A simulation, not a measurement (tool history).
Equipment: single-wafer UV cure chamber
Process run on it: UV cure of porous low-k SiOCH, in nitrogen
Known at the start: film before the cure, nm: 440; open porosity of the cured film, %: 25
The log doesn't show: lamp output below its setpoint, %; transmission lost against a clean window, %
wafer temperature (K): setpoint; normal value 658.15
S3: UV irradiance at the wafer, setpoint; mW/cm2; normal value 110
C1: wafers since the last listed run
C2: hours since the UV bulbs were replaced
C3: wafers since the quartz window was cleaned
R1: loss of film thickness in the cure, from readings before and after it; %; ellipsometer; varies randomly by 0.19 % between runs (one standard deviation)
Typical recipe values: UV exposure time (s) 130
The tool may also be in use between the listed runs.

{"run": 1, "day": 0.0, "wafer temperature (K)": 644.15, "UV exposure time (s)": 110, "S3": 110, "C1": 0, "C2": 1179.9, "C3": 1665, "R1": 8.857}
{"run": 2, "day": 1.833, "wafer temperature (K)": 644.15, "UV exposure time (s)": 110, "S3": 110, "C1": 281, "C2": 1223.9, "C3": 1946, "R1": 8.9}
{"run": 3, "day": 3.092, "wafer temperature (K)": 658.15, "UV exposure time (s)": 130, "S3": 110, "C1": 192, "C2": 1254.1, "C3": 2139, "R1": 9.743}
{"run": 4, "day": 4.796, "wafer temperature (K)": 658.15, "UV exposure time (s)": 130, "S3": 110, "C1": 261, "C2": 1295, "C3": 2401, "R1": 9.911}
{"day": 6.446, "done": "quartz window cleaned"}
{"run": 5, "day": 7.725, "wafer temperature (K)": 658.15, "UV exposure time (s)": 130, "S3": 110, "C1": 398, "C2": 1365.3, "C3": 196, "R1": 10.807}
{"run": 6, "day": 9.433, "wafer temperature (K)": 658.15, "UV exposure time (s)": 130, "S3": 110, "C1": 262, "C2": 1406.3, "C3": 458, "R1": 10.438}
{"run": 7, "day": 11.392, "wafer temperature (K)": 658.15, "UV exposure time (s)": 130, "S3": 110, "C1": 300, "C2": 1453.3, "C3": 758, "R1": 10.185}
{"run": 8, "day": 12.696, "wafer temperature (K)": 658.15, "UV exposure time (s)": 130, "S3": 110, "C1": 200, "C2": 1484.6, "C3": 958, "R1": 9.941}
{"run": 9, "day": 14.262, "wafer temperature (K)": 658.15, "UV exposure time (s)": 130, "S3": 110, "C1": 240, "C2": 1522.2, "C3": 1198, "R1": 9.961}
{"run": 10, "day": 16.988, "wafer temperature (K)": 658.15, "UV exposure time (s)": 130, "S3": 110, "C1": 417, "C2": 1587.6, "C3": 1616, "R1": 9.889}
{"run": 11, "day": 19.638, "wafer temperature (K)": 667.15, "UV exposure time (s)": 130, "S3": 110, "C1": 406, "C2": 1651.2, "C3": 2023, "R1": 10.039}
{"run": 12, "day": 22.025, "wafer temperature (K)": 658.15, "UV exposure time (s)": 155, "S3": 110, "C1": 366, "C2": 1708.5, "C3": 2389, "R1": 10.417}
{"run": 13, "day": 23.792, "wafer temperature (K)": 658.15, "UV exposure time (s)": 155, "S3": 110, "C1": 270, "C2": 1750.9, "C3": 2660, "R1": 10.516}
{"day": 24.188, "done": "quartz window cleaned"}
{"run": 14, "day": 26.129, "wafer temperature (K)": 658.15, "UV exposure time (s)": 155, "S3": 110, "C1": 307, "C2": 1807, "C3": 297, "R1": 11.395}
{"run": 15, "day": 28.858, "wafer temperature (K)": 658.15, "UV exposure time (s)": 85, "S3": 99, "C1": 418, "C2": 1872.5, "C3": 716, "R1": 7.697}
{"run": 16, "day": 31.517, "wafer temperature (K)": 658.15, "UV exposure time (s)": 85, "S3": 99, "C1": 407, "C2": 1936.3, "C3": 1123, "R1": 7.44}
{"run": 17, "day": 32.692, "wafer temperature (K)": 665.15, "UV exposure time (s)": 130, "S3": 127, "C1": 180, "C2": 1964.5, "C3": 1304, "R1": 10.555}
{"run": 18, "day": 33.792, "wafer temperature (K)": 665.15, "UV exposure time (s)": 130, "S3": 127, "C1": 168, "C2": 1990.9, "C3": 1472, "R1": 10.501}
{"day": 35.729, "done": "UV bulbs replaced"}
{"run": 19, "day": 36.725, "wafer temperature (K)": 658.15, "UV exposure time (s)": 130, "S3": 110, "C1": 398, "C2": 23.9, "C3": 1871, "R1": 9.74}
{"run": 20, "day": 39.058, "wafer temperature (K)": 658.15, "UV exposure time (s)": 130, "S3": 110, "C1": 357, "C2": 79.9, "C3": 2229, "R1": 9.59}
{"run": 21, "day": 40.838, "wafer temperature (K)": 658.15, "UV exposure time (s)": 130, "S3": 140, "C1": 272, "C2": 122.6, "C3": 2502, "R1": 11.176}
{"day": 42.217, "done": "quartz window cleaned"}
{"run": 22, "day": 43.567, "wafer temperature (K)": 658.15, "UV exposure time (s)": 130, "S3": 140, "C1": 367, "C2": 188.1, "C3": 206, "R1": 11.841}
{"run": 23, "day": 44.892, "wafer temperature (K)": 658.15, "UV exposure time (s)": 130, "S3": 110, "C1": 203, "C2": 219.9, "C3": 410, "R1": 10.552}
{"run": 24, "day": 47.142, "wafer temperature (K)": 658.15, "UV exposure time (s)": 130, "S3": 110, "C1": 345, "C2": 273.9, "C3": 755, "R1": 10.062}
{"run": 25, "day": 48.512, "wafer temperature (K)": 667.15, "UV exposure time (s)": 130, "S3": 144, "C1": 210, "C2": 306.8, "C3": 965, "R1": 11.837}
{"run": 26, "day": 50.183, "wafer temperature (K)": 658.15, "UV exposure time (s)": 95, "S3": 149, "C1": 256, "C2": 346.9, "C3": 1221, "R1": 10.209}
{"run": 27, "day": 52.008, "wafer temperature (K)": 667.15, "UV exposure time (s)": 70, "S3": 110, "C1": 279, "C2": 390.7, "C3": 1501, "R1": 7.163}
{"run": 28, "day": 54.867, "wafer temperature (K)": 670.15, "UV exposure time (s)": 130, "S3": 110, "C1": 438, "C2": 459.3, "C3": 1939, "R1": 10.343}
{"run": 29, "day": 56.304, "wafer temperature (K)": 650.15, "UV exposure time (s)": 130, "S3": 110, "C1": 220, "C2": 493.8, "C3": 2160, "R1": 9.792}
{"run": 30, "day": 58.288, "wafer temperature (K)": 658.15, "UV exposure time (s)": 155, "S3": 110, "C1": 304, "C2": 541.4, "C3": 2464, "R1": 10.644}
{"run": 31, "day": 60.0, "wafer temperature (K)": 663.15, "UV exposure time (s)": 130, "S3": 146, "C1": 262, "C2": 582.5, "C3": 2727, "R1": 11.339}
{"run": 32, "day": 62.421, "wafer temperature (K)": 658.15, "UV exposure time (s)": 130, "S3": 98, "C1": 371, "C2": 640.6, "C3": 3098, "R1": 9.15}
{"day": 62.946, "done": "quartz window cleaned"}
{"run": 33, "day": 63.862, "wafer temperature (K)": 658.15, "UV exposure time (s)": 175, "S3": 146, "C1": 169, "C2": 675.2, "C3": 140, "R1": 13.431}
{"run": 34, "day": 65.279, "wafer temperature (K)": 666.15, "UV exposure time (s)": 50, "S3": 131, "C1": 217, "C2": 709.2, "C3": 357, "R1": 6.544}
{"run": 35, "day": 68.225, "wafer temperature (K)": 658.15, "UV exposure time (s)": 165, "S3": 127, "C1": 451, "C2": 779.9, "C3": 809, "R1": 11.968}
{"run": 36, "day": 69.304, "wafer temperature (K)": 658.15, "UV exposure time (s)": 130, "S3": 147, "C1": 165, "C2": 805.8, "C3": 975, "R1": 11.204}
{"run": 37, "day": 71.925, "wafer temperature (K)": 640.15, "UV exposure time (s)": 155, "S3": 95, "C1": 401, "C2": 868.7, "C3": 1377, "R1": 9.179}
{"run": 38, "day": 73.358, "wafer temperature (K)": 639.15, "UV exposure time (s)": 185, "S3": 110, "C1": 219, "C2": 903.1, "C3": 1596, "R1": 10.917}
{"run": 39, "day": 74.988, "wafer temperature (K)": 658.15, "UV exposure time (s)": 130, "S3": 110, "C1": 249, "C2": 942.2, "C3": 1846, "R1": 9.752}
{"run": 40, "day": 77.283, "wafer temperature (K)": 640.15, "UV exposure time (s)": 70, "S3": 125, "C1": 352, "C2": 997.3, "C3": 2198, "R1": 6.931}
{"run": 41, "day": 80.108, "wafer temperature (K)": 658.15, "UV exposure time (s)": 65, "S3": 110, "C1": 433, "C2": 1065.1, "C3": 2632, "R1": 6.085}
{"run": 42, "day": 81.288, "wafer temperature (K)": 658.15, "UV exposure time (s)": 130, "S3": 110, "C1": 180, "C2": 1093.4, "C3": 2813, "R1": 9.626}
{"day": 83.783, "done": "quartz window cleaned"}
{"run": 43, "day": 83.804, "wafer temperature (K)": 658.15, "UV exposure time (s)": 95, "S3": 110, "C1": 334, "C2": 1153.8, "C3": 3, "R1": 9.203}
{"run": 44, "day": 86.458, "wafer temperature (K)": 658.15, "UV exposure time (s)": 130, "S3": 110, "C1": 407, "C2": 1217.5, "C3": 410, "R1": 9.933}
{"run": 45, "day": 88.642, "wafer temperature (K)": 640.15, "UV exposure time (s)": 185, "S3": 87, "C1": 334, "C2": 1269.9, "C3": 745, "R1": 10.509}
{"run": 46, "day": 90.279, "wafer temperature (K)": 672.15, "UV exposure time (s)": 205, "S3": 136, "C1": 251, "C2": 1309.2, "C3": 996, "R1": 13.606}
{"run": 47, "day": 91.325, "wafer temperature (K)": 640.15, "UV exposure time (s)": 105, "S3": 110, "C1": 160, "C2": 1334.3, "C3": 1156, "R1": 8.758}
{"run": 48, "day": 93.629, "wafer temperature (K)": 658.15, "UV exposure time (s)": 130, "S3": 110, "C1": 353, "C2": 1389.6, "C3": 1510, "R1": 9.848}

Forecast each of these 4 alternatives for the next run:
{"run": "A", "day": 93.65, "wafer temperature (K)": 658.15, "UV exposure time (s)": 150, "S3": 110, "C1": 3, "C2": 1390.1, "C3": 1513, "R1": "?"}
{"run": "B", "day": 93.65, "wafer temperature (K)": 658.15, "UV exposure time (s)": 95, "S3": 77, "C1": 3, "C2": 1390.1, "C3": 1513, "R1": "?"}
{"run": "C", "day": 93.65, "wafer temperature (K)": 652.15, "UV exposure time (s)": 165, "S3": 143, "C1": 3, "C2": 1390.1, "C3": 1513, "R1": "?"}
{"run": "D", "day": 93.65, "wafer temperature (K)": 642.15, "UV exposure time (s)": 110, "S3": 83, "C1": 3, "C2": 1390.1, "C3": 1513, "R1": "?"}

run=A R1=10.702
run=B R1=6.787
run=C R1=12.424
run=D R1=7.491
Without the tool's unlogged condition, the same runs would have read:
run=A R1=11.762
run=B R1=7.726
run=C R1=13.518
run=D R1=8.464

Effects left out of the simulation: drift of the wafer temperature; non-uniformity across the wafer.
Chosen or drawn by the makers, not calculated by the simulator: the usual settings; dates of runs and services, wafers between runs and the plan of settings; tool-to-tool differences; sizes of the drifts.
